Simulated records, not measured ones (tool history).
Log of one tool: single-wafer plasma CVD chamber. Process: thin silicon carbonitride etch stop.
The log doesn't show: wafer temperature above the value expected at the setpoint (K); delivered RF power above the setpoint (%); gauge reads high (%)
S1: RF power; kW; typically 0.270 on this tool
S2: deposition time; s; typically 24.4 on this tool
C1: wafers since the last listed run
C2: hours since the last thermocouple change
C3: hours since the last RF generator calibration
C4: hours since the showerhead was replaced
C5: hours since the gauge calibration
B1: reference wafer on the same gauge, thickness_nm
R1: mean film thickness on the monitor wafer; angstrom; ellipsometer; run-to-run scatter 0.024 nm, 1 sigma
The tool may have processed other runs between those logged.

run 1 hour=0.0 | S1=0.270 S2=24.4 | C1=0 C2=2355.5 C3=995.7 C4=5051.9 C5=75.9 | B1=13.845 | R1=161.74
run 2 hour=16.1 | S1=0.270 S2=22.9 | C1=232 C2=2371.6 C3=1011.8 C4=5068.0 C5=92.0 | B1=13.832 | R1=151.76
run 3 hour=31.3 | S1=0.270 S2=24.4 | C1=219 C2=2386.8 C3=1027.0 C4=5083.2 C5=107.2 | B1=13.828 | R1=161.43
run 4 hour=47.8 | S1=0.270 S2=24.4 | C1=238 C2=2403.3 C3=1043.5 C4=5099.7 C5=123.7 | B1=13.822 | R1=161.66
run 5 hour=55.6 | S1=0.295 S2=22.8 | C1=112 C2=2411.1 C3=1051.3 C4=5107.5 C5=131.5 | B1=13.818 | R1=152.97
run 6 hour=71.5 | S1=0.295 S2=22.8 | C1=229 C2=2427.0 C3=1067.2 C4=5123.4 C5=147.4 | B1=13.810 | R1=152.88
run 7 hour=87.4 | S1=0.295 S2=22.8 | C1=229 C2=2442.9 C3=1083.1 C4=5139.3 C5=163.3 | B1=13.803 | R1=153.63
run 8 hour=102.6 | S1=0.270 S2=24.4 | C1=219 C2=2458.1 C3=1098.3 C4=5154.5 C5=178.5 | B1=13.792 | R1=160.78
run 9 hour=120.1 | S1=0.270 S2=24.4 | C1=252 C2=2475.6 C3=1115.8 C4=5172.0 C5=196.0 | B1=13.784 | R1=161.00
run 10 hour=137.1 | S1=0.270 S2=24.4 | C1=245 C2=2492.6 C3=1132.8 C4=5189.0 C5=213.0 | B1=13.777 | R1=160.99
run 11 hour=146.2 | S1=0.270 S2=24.4 | C1=131 C2=2501.7 C3=1141.9 C4=5198.1 C5=222.1 | B1=13.775 | R1=160.74
run 12 hour=157.8 | S1=0.270 S2=24.4 | C1=167 C2=2513.3 C3=1153.5 C4=5209.7 C5=233.7 | B1=13.768 | R1=161.08
run 13 hour=171.7 | S1=0.270 S2=24.4 | C1=200 C2=2527.2 C3=1167.4 C4=5223.6 C5=247.6 | B1=13.759 | R1=160.67
run 14 hour=183.1 | S1=0.270 S2=24.4 | C1=164 C2=2538.6 C3=1178.8 C4=5235.0 C5=259.0 | B1=13.756 | R1=160.21
-- hour=197.9 thermocouple changed; heater temperature recalibrated
run 15 hour=198.4 | S1=0.270 S2=24.4 | C1=105 C2=0.5 C3=1194.1 C4=5250.3 C5=274.3 | B1=13.748 | R1=160.53
-- hour=205.9 gauge calibrated
-- hour=215.9 RF generator calibrated
run 16 hour=216.4 | S1=0.240 S2=21.3 | C1=144 C2=18.5 C3=0.5 C4=5268.3 C5=10.5 | B1=13.905 | R1=139.05
run 17 hour=225.4 | S1=0.300 S2=28.2 | C1=130 C2=27.5 C3=9.5 C4=5277.3 C5=19.5 | B1=13.903 | R1=192.07
run 18 hour=231.9 | S1=0.240 S2=27.9 | C1=93 C2=34.0 C3=16.0 C4=5283.8 C5=26.0 | B1=13.899 | R1=181.78
-- hour=242.3 showerhead replaced
run 19 hour=244.8 | S1=0.315 S2=21.5 | C1=70 C2=46.9 C3=28.9 C4=2.5 C5=38.9 | B1=13.891 | R1=147.15
run 20 hour=260.6 | S1=0.235 S2=28.0 | C1=228 C2=62.7 C3=44.7 C4=18.3 C5=54.7 | B1=13.885 | R1=181.54
run 21 hour=270.7 | S1=0.270 S2=24.4 | C1=145 C2=72.8 C3=54.8 C4=28.4 C5=64.8 | B1=13.879 | R1=162.24
run 22 hour=277.9 | S1=0.290 S2=21.4 | C1=104 C2=80.0 C3=62.0 C4=35.6 C5=72.0 | B1=13.878 | R1=143.90
run 23 hour=289.0 | S1=0.270 S2=21.5 | C1=160 C2=91.1 C3=73.1 C4=46.7 C5=83.1 | B1=13.872 | R1=142.61
run 24 hour=301.9 | S1=0.250 S2=29.1 | C1=186 C2=104.0 C3=86.0 C4=59.6 C5=96.0 | B1=13.864 | R1=190.49
run 25 hour=309.3 | S1=0.255 S2=26.6 | C1=106 C2=111.4 C3=93.4 C4=67.0 C5=103.4 | B1=13.857 | R1=174.42
run 26 hour=326.3 | S1=0.235 S2=26.7 | C1=245 C2=128.4 C3=110.4 C4=84.0 C5=120.4 | B1=13.857 | R1=172.29
run 27 hour=334.7 | S1=0.270 S2=24.4 | C1=121 C2=136.8 C3=118.8 C4=92.4 C5=128.8 | B1=13.852 | R1=161.86
run 28 hour=346.0 | S1=0.270 S2=24.4 | C1=163 C2=148.1 C3=130.1 C4=103.7 C5=140.1 | B1=13.842 | R1=161.69
run 29 hour=360.8 | S1=0.270 S2=24.4 | C1=213 C2=162.9 C3=144.9 C4=118.5 C5=154.9 | B1=13.835 | R1=161.58

Consider 4 possible next runs. They are alternatives, not a sequence: every one starts from the tool as it was left by run 29. What does each give?
run A hour=361.2 | S1=0.315 S2=24.4 | C1=5 C2=163.3 C3=145.3 C4=118.9 C5=155.3 | B1=? | R1=?
run B hour=361.2 | S1=0.220 S2=28.0 | C1=5 C2=163.3 C3=145.3 C4=118.9 C5=155.3 | B1=? | R1=?
run C hour=361.2 | S1=0.305 S2=22.7 | C1=5 C2=163.3 C3=145.3 C4=118.9 C5=155.3 | B1=? | R1=?
run D hour=361.2 | S1=0.250 S2=26.2 | C1=5 C2=163.3 C3=145.3 C4=118.9 C5=155.3 | B1=? | R1=?

run=A B1=13.837 R1=165.98
run=B B1=13.837 R1=178.20
run=C B1=13.837 R1=153.44
run=D B1=13.837 R1=170.57
Without the tool's unlogged condition, the same runs would have read:
run=A R1=166.73
run=B R1=179.02
run=C R1=154.14
run=D R1=171.35

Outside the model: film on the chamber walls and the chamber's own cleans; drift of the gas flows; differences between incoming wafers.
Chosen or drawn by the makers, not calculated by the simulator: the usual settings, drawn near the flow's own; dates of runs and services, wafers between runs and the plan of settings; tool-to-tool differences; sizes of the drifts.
